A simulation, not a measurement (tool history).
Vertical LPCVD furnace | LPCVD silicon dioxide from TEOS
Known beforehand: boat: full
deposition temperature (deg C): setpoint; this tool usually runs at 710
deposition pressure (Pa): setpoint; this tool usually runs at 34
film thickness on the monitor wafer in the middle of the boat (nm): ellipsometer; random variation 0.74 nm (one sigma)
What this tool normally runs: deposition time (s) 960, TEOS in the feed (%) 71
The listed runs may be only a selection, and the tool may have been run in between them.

| run | hour | deposition temperature (deg C) | deposition pressure (Pa) | deposition time (s) | TEOS in the feed (%) | wafers since the last listed run | hours since the last temperature calibration | hours since the pressure gauge was zeroed | hours since the TEOS flow controller was replaced | hours since the gauge calibration | read-back reference wafer on the same gauge, thickness | film thickness on the monitor wafer in the middle of the boat (nm) |
|---|---|---|---|---|---|---|---|---|---|---|---|---|
| 1 | 0 | 710 | 34 | 960 | 71 | 0 | 2026.4 | 1915.9 | 6734.2 | 48.4 | 168.15 | 154.93 |
| 2 | 58.7 | 710 | 34 | 960 | 71 | 1209 | 2085.1 | 1974.6 | 6792.9 | 107.1 | 168.19 | 157.39 |
| 3 | 113.3 | 710 | 34 | 960 | 71 | 1125 | 2139.7 | 2029.2 | 6847.5 | 161.7 | 167.93 | 158.03 |
| 4 | 178.2 | 710 | 34 | 960 | 71 | 1337 | 2204.6 | 2094.1 | 6912.4 | 226.6 | 167.91 | 157.39 |
| 5 | 205.5 | 710 | 34 | 960 | 71 | 562 | 2231.9 | 2121.4 | 6939.7 | 253.9 | 167.74 | 159.18 |
| 6 | 265.1 | 710 | 34 | 960 | 71 | 1228 | 2291.5 | 2181 | 6999.3 | 313.5 | 168.07 | 159.06 |
| 7 | 299.2 | 710 | 34 | 960 | 71 | 702 | 2325.6 | 2215.1 | 7033.4 | 347.6 | 167.99 | 160.7 |
|  | 330.8 | thermocouples replaced and temperature profile calibrated |
|  | 377.5 | TEOS flow controller replaced |
| 8 | 378 | 701 | 34 | 960 | 71 | 634 | 47.2 | 2293.9 | 0.5 | 426.4 | 168.16 | 117.18 |
| 9 | 428.1 | 710 | 34 | 960 | 71 | 1032 | 97.3 | 2344 | 50.6 | 476.5 | 168.03 | 145.64 |
| 10 | 477 | 710 | 30 | 1290 | 64 | 1007 | 146.2 | 2392.9 | 99.5 | 525.4 | 168.19 | 173.45 |
|  | 506.1 | pressure gauge zeroed |
| 11 | 531.5 | 710 | 34 | 960 | 71 | 628 | 200.7 | 25.4 | 154 | 579.9 | 168.04 | 144.31 |
|  | 567.9 | gauge calibrated |
| 12 | 599.1 | 716 | 38 | 960 | 62 | 1392 | 268.3 | 93 | 221.6 | 31.2 | 167.74 | 163.35 |
| 13 | 647 | 714 | 27.3 | 960 | 71 | 986 | 316.2 | 140.9 | 269.5 | 79.1 | 167.94 | 142.25 |
| 14 | 692.6 | 710 | 30.7 | 1080 | 71 | 939 | 361.8 | 186.5 | 315.1 | 124.7 | 167.97 | 154.06 |
| 15 | 746.5 | 715 | 34 | 960 | 71 | 1110 | 415.7 | 240.4 | 369 | 178.6 | 168.3 | 160.37 |

Consider 4 possible next runs. They are alternatives, not a sequence: every one starts from the tool as it was left by run 15. What does each give?
| A | 750.5 | 710 | 34 | 960 | 71 | 82 | 419.7 | 244.4 | 373 | 182.6 | ? | ? |
| B | 750.5 | 717 | 26.7 | 960 | 71 | 82 | 419.7 | 244.4 | 373 | 182.6 | ? | ? |
| C | 750.5 | 710 | 40.7 | 960 | 71 | 82 | 419.7 | 244.4 | 373 | 182.6 | ? | ? |
| D | 750.5 | 721 | 38.7 | 960 | 71 | 82 | 419.7 | 244.4 | 373 | 182.6 | ? | ? |

| run | read-back reference wafer on the same gauge, thickness | film thickness on the monitor wafer in the middle of the boat (nm) |
|---|---|---|
| A | 168.07 | 142.98 |
| B | 168.07 | 148.33 |
| C | 168.07 | 156.37 |
| D | 168.07 | 195.32 |
With no hidden state in the tool, these same runs would have given:
| run | film thickness on the monitor wafer in the middle of the boat (nm) |
|---|---|
| A | 141.82 |
| B | 147.14 |
| C | 155.1 |
| D | 193.76 |
